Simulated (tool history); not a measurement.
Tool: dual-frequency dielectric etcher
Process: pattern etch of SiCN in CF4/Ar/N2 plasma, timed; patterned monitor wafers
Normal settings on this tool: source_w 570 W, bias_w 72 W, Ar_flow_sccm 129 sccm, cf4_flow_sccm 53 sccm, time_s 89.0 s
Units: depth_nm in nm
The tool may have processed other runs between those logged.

run	hour	source_w	bias_w	Ar_flow_sccm	cf4_flow_sccm	time_s	read-back reference wafer on the same gauge, depth_nm	depth_nm
1	0.0	640	72	129	53	89.0	98.6	97.6
2	293.9	570	72	129	53	89.0	98.6	86.7
# hour 352.4: upper electrode replaced
3	463.8	570	72	129	53	89.0	98.6	86.0
# hour 577.4: wet clean of the chamber
4	577.9	570	59	129	53	89.0	98.4	81.4
5	601.4	480	72	129	58	89.0	98.7	74.2
6	653.1	620	72	129	53	89.0	98.7	94.9
7	740.8	510	85	117	59	89.0	98.3	84.6
8	824.5	570	72	129	53	89.0	98.5	87.0
9	902.7	570	72	129	53	89.0	98.6	86.2
10	1001.7	570	72	129	53	89.0	98.5	87.6
11	1106.5	570	72	129	53	89.0	98.4	87.1
# hour 1133.6: bias power generator calibrated
12	1160.9	610	60	129	58	89.0	98.4	89.0
13	1248.7	440	56	107	53	110.0	98.5	78.5
# hour 1331.2: wet clean of the chamber
# hour 1331.4: CF4 flow controller replaced
14	1354.1	570	72	129	53	89.0	98.7	86.9
15	1438.4	570	72	129	53	89.0	98.7	87.5
16	1669.1	630	78	129	49	110.0	98.6	120.4
17	1744.9	570	72	129	53	89.0	98.6	86.2
18	1832.5	570	72	146	53	89.0	98.8	84.8
19	1898.7	570	60	120	61	79.5	98.6	75.3
# hour 1962.7: wet clean of the chamber
20	1976.9	450	72	129	53	97.0	98.6	73.9
21	2063.5	570	72	129	53	89.0	98.6	86.8
22	2113.5	620	72	129	53	102.5	98.6	108.9

Branching from run 22: 3 alternative next runs. What would each branch give?
A	2113.9	570	72	129	53	89.0	?	?
B	2113.9	570	72	129	53	69.0	?	?
C	2113.9	570	63	129	53	89.0	?	?

run	read-back reference wafer on the same gauge, depth_nm	depth_nm
A	98.5	85.5
B	98.5	66.3
C	98.5	82.0
Stripped of hidden state, with their random variation kept, the same runs would have yielded:
run	depth_nm
A	85.5
B	66.3
C	82.0
